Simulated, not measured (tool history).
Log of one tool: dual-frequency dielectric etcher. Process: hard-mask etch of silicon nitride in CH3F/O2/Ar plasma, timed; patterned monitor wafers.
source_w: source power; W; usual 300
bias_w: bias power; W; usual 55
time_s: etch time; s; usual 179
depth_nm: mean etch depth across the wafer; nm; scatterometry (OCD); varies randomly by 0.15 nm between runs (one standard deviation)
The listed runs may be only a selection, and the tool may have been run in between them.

| run | hour | source_w | bias_w | time_s | wafers since the last listed run | hours since the last wet clean | hours since the last source power generator calibration | hours since the last bias power generator calibration | hours since the last upper electrode change | hours since the gauge calibration | read-back reference wafer on the same gauge, depth_nm | depth_nm |
|---|---|---|---|---|---|---|---|---|---|---|---|---|
| 1 | 0 | 300 | 55 | 179 | 0 | 381.5 | 2464.7 | 4911.8 | 2845.6 | 464.7 | 107.8 | 96.7 |
| 2 | 8.4 | 300 | 55 | 179 | 62 | 389.9 | 2473.1 | 4920.2 | 2854 | 473.1 | 107.8 | 96.7 |
|  | 12.2 | gauge calibrated |
| 3 | 15.2 | 300 | 55 | 179 | 50 | 396.7 | 2479.9 | 4927 | 2860.8 | 3 | 107.8 | 96.4 |
| 4 | 26.2 | 300 | 55 | 192.5 | 82 | 407.7 | 2490.9 | 4938 | 2871.8 | 14 | 107.8 | 103.8 |
| 5 | 36.6 | 300 | 55 | 192.5 | 77 | 418.1 | 2501.3 | 4948.4 | 2882.2 | 24.4 | 107.8 | 103.8 |
|  | 41.4 | source power generator calibrated |
| 6 | 44.8 | 300 | 55 | 192.5 | 31 | 426.3 | 3.4 | 4956.6 | 2890.4 | 32.6 | 107.8 | 103.7 |
| 7 | 54.6 | 300 | 55 | 179 | 73 | 436.1 | 13.2 | 4966.4 | 2900.2 | 42.4 | 107.8 | 96.7 |
| 8 | 65 | 300 | 55 | 179 | 77 | 446.5 | 23.6 | 4976.8 | 2910.6 | 52.8 | 107.8 | 96.6 |
| 9 | 73.7 | 230 | 66 | 147.5 | 65 | 455.2 | 32.3 | 4985.5 | 2919.3 | 61.5 | 107.8 | 73.4 |
| 10 | 85.2 | 300 | 65 | 179 | 86 | 466.7 | 43.8 | 4997 | 2930.8 | 73 | 107.8 | 103.1 |
| 11 | 94.9 | 300 | 55 | 198 | 72 | 476.4 | 53.5 | 5006.7 | 2940.5 | 82.7 | 107.8 | 106.8 |
| 12 | 107.7 | 300 | 55 | 179 | 95 | 489.2 | 66.3 | 5019.5 | 2953.3 | 95.5 | 107.8 | 96.3 |
| 13 | 116.5 | 300 | 55 | 179 | 65 | 498 | 75.1 | 5028.3 | 2962.1 | 104.3 | 107.8 | 96.5 |
| 14 | 133.5 | 300 | 59 | 179 | 127 | 515 | 92.1 | 5045.3 | 2979.1 | 121.3 | 107.8 | 99.4 |
|  | 152.5 | bias power generator calibrated |
|  | 166.2 | wet clean of the chamber |
|  | 182 | upper electrode replaced |
| 15 | 182.5 | 280 | 67 | 179 | 115 | 16.3 | 141.1 | 30 | 0.5 | 170.3 | 107.8 | 101.5 |
| 16 | 182.9 | 300 | 55 | 179 | 2 | 16.7 | 141.5 | 30.4 | 0.9 | 170.7 | 107.8 | 97.5 |
| 17 | 183.3 | 360 | 64 | 207.5 | 2 | 17.1 | 141.9 | 30.8 | 1.3 | 171.1 | 107.8 | 131.7 |
| 18 | 183.6 | 330 | 42 | 137 | 2 | 17.4 | 142.2 | 31.1 | 1.6 | 171.4 | 107.8 | 70.3 |
| 19 | 187.2 | 300 | 55 | 209.5 | 26 | 21 | 145.8 | 34.7 | 5.2 | 175 | 107.8 | 113.5 |
| 20 | 197.6 | 300 | 66 | 179 | 77 | 31.4 | 156.2 | 45.1 | 15.6 | 185.4 | 107.8 | 104.6 |
| 21 | 211.7 | 240 | 48 | 125.5 | 105 | 45.5 | 170.3 | 59.2 | 29.7 | 199.5 | 107.8 | 56.7 |
| 22 | 218.1 | 260 | 49 | 210.5 | 47 | 51.9 | 176.7 | 65.6 | 36.1 | 205.9 | 107.8 | 100.4 |
| 23 | 233.8 | 370 | 65 | 197 | 117 | 67.6 | 192.4 | 81.3 | 51.8 | 221.6 | 107.8 | 127.2 |
| 24 | 247.9 | 300 | 55 | 179 | 105 | 81.7 | 206.5 | 95.4 | 65.9 | 235.7 | 107.8 | 97.3 |
| 25 | 258.2 | 300 | 55 | 179 | 77 | 92 | 216.8 | 105.7 | 76.2 | 246 | 107.8 | 97.2 |
| 26 | 264.7 | 230 | 49 | 205.5 | 48 | 98.5 | 223.3 | 112.2 | 82.7 | 252.5 | 107.8 | 91.1 |
| 27 | 270.9 | 260 | 49 | 198.5 | 46 | 104.7 | 229.5 | 118.4 | 88.9 | 258.7 | 107.8 | 94.4 |
| 28 | 281.5 | 340 | 55 | 127 | 79 | 115.3 | 240.1 | 129 | 99.5 | 269.3 | 107.8 | 73.7 |
| 29 | 292.4 | 240 | 68 | 192.5 | 81 | 126.2 | 251 | 139.9 | 110.4 | 280.2 | 107.8 | 100.1 |
| 30 | 308.3 | 240 | 66 | 165.5 | 119 | 142.1 | 266.9 | 155.8 | 126.3 | 296.1 | 107.8 | 85.1 |

Below are 4 alternative next runs, each starting from the tool's condition after run 30. Predict each:
| A | 308.8 | 300 | 55 | 179 | 3 | 142.6 | 267.4 | 156.3 | 126.8 | 296.6 | ? | ? |
| B | 308.8 | 260 | 65 | 179 | 3 | 142.6 | 267.4 | 156.3 | 126.8 | 296.6 | ? | ? |
| C | 308.8 | 230 | 45 | 157 | 3 | 142.6 | 267.4 | 156.3 | 126.8 | 296.6 | ? | ? |
| D | 308.8 | 270 | 61 | 179 | 3 | 142.6 | 267.4 | 156.3 | 126.8 | 296.6 | ? | ? |

| run | read-back reference wafer on the same gauge, depth_nm | depth_nm |
|---|---|---|
| A | 107.8 | 96.8 |
| B | 107.8 | 95.6 |
| C | 107.8 | 66.9 |
| D | 107.8 | 95.2 |
What these runs would have given with no unlogged condition in the tool:
| run | depth_nm |
|---|---|
| A | 97 |
| B | 95.8 |
| C | 67.1 |
| D | 95.4 |
